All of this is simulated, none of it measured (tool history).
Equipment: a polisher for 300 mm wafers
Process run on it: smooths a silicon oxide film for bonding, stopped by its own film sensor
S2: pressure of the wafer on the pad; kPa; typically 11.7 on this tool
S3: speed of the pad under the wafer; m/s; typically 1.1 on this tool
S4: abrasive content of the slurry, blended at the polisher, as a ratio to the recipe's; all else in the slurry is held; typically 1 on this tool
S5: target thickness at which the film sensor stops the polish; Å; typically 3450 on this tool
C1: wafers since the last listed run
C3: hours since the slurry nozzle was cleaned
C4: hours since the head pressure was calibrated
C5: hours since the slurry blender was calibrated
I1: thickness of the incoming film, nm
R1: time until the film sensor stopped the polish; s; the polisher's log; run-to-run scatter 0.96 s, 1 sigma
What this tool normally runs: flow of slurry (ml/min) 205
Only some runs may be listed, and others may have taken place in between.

{"run": 1, "hour": 0.0, "flow of slurry (ml/min)": 205, "S2": 8.3, "S3": 1.2, "S4": 1, "S5": 3450, "C1": 0, "wafers polished on this pad": 426, "C3": 595.6, "C4": 207.3, "C5": 341.6, "I1": 385, "R1": 67.2}
{"run": 2, "hour": 13.9, "flow of slurry (ml/min)": 205, "S2": 8.3, "S3": 1.2, "S4": 1, "S5": 3450, "C1": 151, "wafers polished on this pad": 577, "C3": 609.5, "C4": 221.2, "C5": 355.5, "I1": 396.7, "R1": 86}
{"run": 3, "hour": 21.1, "flow of slurry (ml/min)": 205, "S2": 15.2, "S3": 1.1, "S4": 1, "S5": 3450, "C1": 78, "wafers polished on this pad": 656, "C3": 616.7, "C4": 228.4, "C5": 362.7, "I1": 389.4, "R1": 43.3}
{"hour": 26.6, "done": "worn pad replaced by a new one"}
{"run": 4, "hour": 31.8, "flow of slurry (ml/min)": 205, "S2": 8.3, "S3": 1.1, "S4": 1, "S5": 3450, "C1": 73, "wafers polished on this pad": 56, "C3": 627.4, "C4": 239.1, "C5": 373.4, "I1": 387.7, "R1": 74.2}
{"run": 5, "hour": 38.7, "flow of slurry (ml/min)": 205, "S2": 8.3, "S3": 1.1, "S4": 1, "S5": 3450, "C1": 75, "wafers polished on this pad": 132, "C3": 634.3, "C4": 246, "C5": 380.3, "I1": 393.8, "R1": 85.5}
{"run": 6, "hour": 47.6, "flow of slurry (ml/min)": 205, "S2": 8.3, "S3": 1.1, "S4": 1, "S5": 3450, "C1": 97, "wafers polished on this pad": 229, "C3": 643.2, "C4": 254.9, "C5": 389.2, "I1": 393.3, "R1": 86.1}
{"run": 7, "hour": 58.7, "flow of slurry (ml/min)": 240, "S2": 11.7, "S3": 1.1, "S4": 1, "S5": 3450, "C1": 121, "wafers polished on this pad": 350, "C3": 654.3, "C4": 266, "C5": 400.3, "I1": 388.6, "R1": 52.3}
{"run": 8, "hour": 64.8, "flow of slurry (ml/min)": 240, "S2": 11.7, "S3": 1.1, "S4": 1, "S5": 3450, "C1": 66, "wafers polished on this pad": 416, "C3": 660.4, "C4": 272.1, "C5": 406.4, "I1": 393.9, "R1": 58.6}
{"run": 9, "hour": 79.9, "flow of slurry (ml/min)": 240, "S2": 11.7, "S3": 1.1, "S4": 1, "S5": 3450, "C1": 164, "wafers polished on this pad": 581, "C3": 675.5, "C4": 287.2, "C5": 421.5, "I1": 388.9, "R1": 53.3}
{"hour": 99.8, "done": "worn pad replaced by a new one"}
{"run": 10, "hour": 105.2, "flow of slurry (ml/min)": 155, "S2": 11.7, "S3": 1.3, "S4": 1, "S5": 3450, "C1": 232, "wafers polished on this pad": 59, "C3": 700.8, "C4": 312.5, "C5": 446.8, "I1": 393.1, "R1": 56.3}
{"run": 11, "hour": 118.7, "flow of slurry (ml/min)": 155, "S2": 11.7, "S3": 1.3, "S4": 1, "S5": 3450, "C1": 147, "wafers polished on this pad": 206, "C3": 714.3, "C4": 326, "C5": 460.3, "I1": 387.1, "R1": 49.5}
{"run": 12, "hour": 127.0, "flow of slurry (ml/min)": 185, "S2": 11.7, "S3": 1.1, "S4": 1, "S5": 3550, "C1": 90, "wafers polished on this pad": 297, "C3": 722.6, "C4": 334.3, "C5": 468.6, "I1": 397.1, "R1": 53.2}
{"hour": 128.5, "done": "slurry nozzle cleaned"}
{"run": 13, "hour": 135.5, "flow of slurry (ml/min)": 255, "S2": 13.1, "S3": 1.1, "S4": 1.15, "S5": 3560, "C1": 81, "wafers polished on this pad": 378, "C3": 7, "C4": 342.8, "C5": 477.1, "I1": 387.3, "R1": 32}
{"run": 14, "hour": 143.6, "flow of slurry (ml/min)": 155, "S2": 11.7, "S3": 1.3, "S4": 1, "S5": 3450, "C1": 88, "wafers polished on this pad": 467, "C3": 15.1, "C4": 350.9, "C5": 485.2, "I1": 389, "R1": 51.6}
{"run": 15, "hour": 155.6, "flow of slurry (ml/min)": 240, "S2": 11.7, "S3": 1.1, "S4": 1, "S5": 3450, "C1": 130, "wafers polished on this pad": 598, "C3": 27.1, "C4": 362.9, "C5": 497.2, "I1": 389.5, "R1": 53.8}
{"run": 16, "hour": 162.7, "flow of slurry (ml/min)": 230, "S2": 11.7, "S3": 1.3, "S4": 1, "S5": 3450, "C1": 77, "wafers polished on this pad": 675, "C3": 34.2, "C4": 370, "C5": 504.3, "I1": 396.4, "R1": 56.2}
{"hour": 166.6, "done": "head pressure recalibrated"}
{"hour": 176.5, "done": "worn pad replaced by a new one"}
{"run": 17, "hour": 177.3, "flow of slurry (ml/min)": 155, "S2": 11.7, "S3": 1.3, "S4": 1, "S5": 3450, "C1": 93, "wafers polished on this pad": 9, "C3": 48.8, "C4": 10.7, "C5": 518.9, "I1": 395.5, "R1": 58.1}
{"run": 18, "hour": 189.7, "flow of slurry (ml/min)": 270, "S2": 10.3, "S3": 0.96, "S4": 1, "S5": 3450, "C1": 135, "wafers polished on this pad": 144, "C3": 61.2, "C4": 23.1, "C5": 531.3, "I1": 389.4, "R1": 67.9}
{"hour": 203.4, "done": "slurry blender recalibrated"}
{"run": 19, "hour": 205.6, "flow of slurry (ml/min)": 205, "S2": 11.7, "S3": 1.1, "S4": 1, "S5": 3330, "C1": 151, "wafers polished on this pad": 295, "C3": 77.1, "C4": 39, "C5": 2.2, "I1": 388.1, "R1": 70.7}
{"run": 20, "hour": 211.8, "flow of slurry (ml/min)": 205, "S2": 14.5, "S3": 1.4, "S4": 0.8, "S5": 3450, "C1": 67, "wafers polished on this pad": 363, "C3": 83.3, "C4": 45.2, "C5": 8.4, "I1": 389.3, "R1": 41.1}
{"run": 21, "hour": 219.0, "flow of slurry (ml/min)": 255, "S2": 13.1, "S3": 1.1, "S4": 1.15, "S5": 3560, "C1": 78, "wafers polished on this pad": 442, "C3": 90.5, "C4": 52.4, "C5": 15.6, "I1": 389.6, "R1": 35.5}
{"run": 22, "hour": 230.1, "flow of slurry (ml/min)": 175, "S2": 7.6, "S3": 1.1, "S4": 0.85, "S5": 3560, "C1": 121, "wafers polished on this pad": 563, "C3": 101.6, "C4": 63.5, "C5": 26.7, "I1": 386.1, "R1": 64.4}
{"hour": 239.3, "done": "worn pad replaced by a new one"}
{"run": 23, "hour": 241.0, "flow of slurry (ml/min)": 185, "S2": 14.5, "S3": 1.44, "S4": 1, "S5": 3450, "C1": 75, "wafers polished on this pad": 18, "C3": 112.5, "C4": 74.4, "C5": 37.6, "I1": 390.5, "R1": 38}
{"run": 24, "hour": 253.5, "flow of slurry (ml/min)": 270, "S2": 15.9, "S3": 1.1, "S4": 1, "S5": 3450, "C1": 136, "wafers polished on this pad": 154, "C3": 125, "C4": 86.9, "C5": 50.1, "I1": 391.8, "R1": 40.7}
{"run": 25, "hour": 269.3, "flow of slurry (ml/min)": 205, "S2": 8.3, "S3": 1.1, "S4": 1, "S5": 3540, "C1": 172, "wafers polished on this pad": 326, "C3": 140.8, "C4": 102.7, "C5": 65.9, "I1": 387.6, "R1": 57.7}

Forecast each of these 4 alternatives for the next run:
{"run": "A", "hour": 269.7, "flow of slurry (ml/min)": 205, "S2": 11.7, "S3": 1.1, "S4": 1.25, "S5": 3450, "C1": 4, "wafers polished on this pad": 331, "C3": 141.2, "C4": 103.1, "C5": 66.3, "I1": 390.6, "R1": "?"}
{"run": "B", "hour": 269.7, "flow of slurry (ml/min)": 160, "S2": 11.7, "S3": 1.1, "S4": 1.15, "S5": 3400, "C1": 4, "wafers polished on this pad": 331, "C3": 141.2, "C4": 103.1, "C5": 66.3, "I1": 390.6, "R1": "?"}
{"run": "C", "hour": 269.7, "flow of slurry (ml/min)": 205, "S2": 11.7, "S3": 1.1, "S4": 0.75, "S5": 3390, "C1": 4, "wafers polished on this pad": 331, "C3": 141.2, "C4": 103.1, "C5": 66.3, "I1": 390.6, "R1": "?"}
{"run": "D", "hour": 269.7, "flow of slurry (ml/min)": 205, "S2": 11.7, "S3": 1.1, "S4": 1, "S5": 3410, "C1": 4, "wafers polished on this pad": 331, "C3": 141.2, "C4": 103.1, "C5": 66.3, "I1": 390.6, "R1": "?"}

run=A R1=52.9
run=B R1=63.3
run=C R1=77.3
run=D R1=63.6
The same runs, with their run-to-run variation unchanged, on a tool lacking any hidden condition would have given:
run=A R1=52.9
run=B R1=63.3
run=C R1=77.3
run=D R1=63.6
